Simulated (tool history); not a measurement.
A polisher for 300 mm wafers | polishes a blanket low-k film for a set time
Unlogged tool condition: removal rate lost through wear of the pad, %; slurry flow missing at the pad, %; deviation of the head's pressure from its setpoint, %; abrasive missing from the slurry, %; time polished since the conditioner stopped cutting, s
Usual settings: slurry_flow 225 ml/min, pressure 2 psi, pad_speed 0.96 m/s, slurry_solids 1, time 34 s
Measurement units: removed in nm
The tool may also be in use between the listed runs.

run,hour,slurry_flow,pressure,pad_speed,slurry_solids,time,wafers since the last listed run,wafers polished on this pad,hours since the slurry nozzle was cleaned,hours since the head pressure was calibrated,hours since the slurry blender was calibrated,hours since the conditioning disc was replaced,"incoming thickness of the incoming film, nm",removed
1,0,225,2.3,0.96,1,34,0,795,101.3,1052,306.9,0.9,408.1,14.1
# hour 15.8: worn pad replaced by a new one
2,28.1,225,2.3,0.96,1,34,286,146,129.4,1080.1,335,29,410.8,14.1
3,49.2,225,2,0.8,1,40,250,397,150.5,1101.2,356.1,50.1,405.1,13.4
4,72.9,225,2,0.8,1,40,281,679,174.2,1124.9,379.8,73.8,402.5,13.1
5,94.1,225,2,0.96,1,34,252,931,195.4,1146.1,401,95,408.6,12.1
# hour 109.5: worn pad replaced by a new one, of another model than before
6,117.4,225,2,0.96,1,34,229,93,218.7,1169.4,424.3,118.3,409,12.1
# hour 120.4: slurry nozzle cleaned
7,150,225,2,0.96,1,34,375,469,29.6,1202,456.9,150.9,405.9,11.8

What does the tool deliver on the next run?
# hour 158.1: slurry blender recalibrated
8,178.9,225,2.3,0.96,1,34,319,789,58.5,1230.9,20.8,179.8,411.6,?

{"run 8": {"removed": 12.8}}
If the tool had no hidden condition, the same run with the same run-to-run variation would have returned removed 13.8 nm.

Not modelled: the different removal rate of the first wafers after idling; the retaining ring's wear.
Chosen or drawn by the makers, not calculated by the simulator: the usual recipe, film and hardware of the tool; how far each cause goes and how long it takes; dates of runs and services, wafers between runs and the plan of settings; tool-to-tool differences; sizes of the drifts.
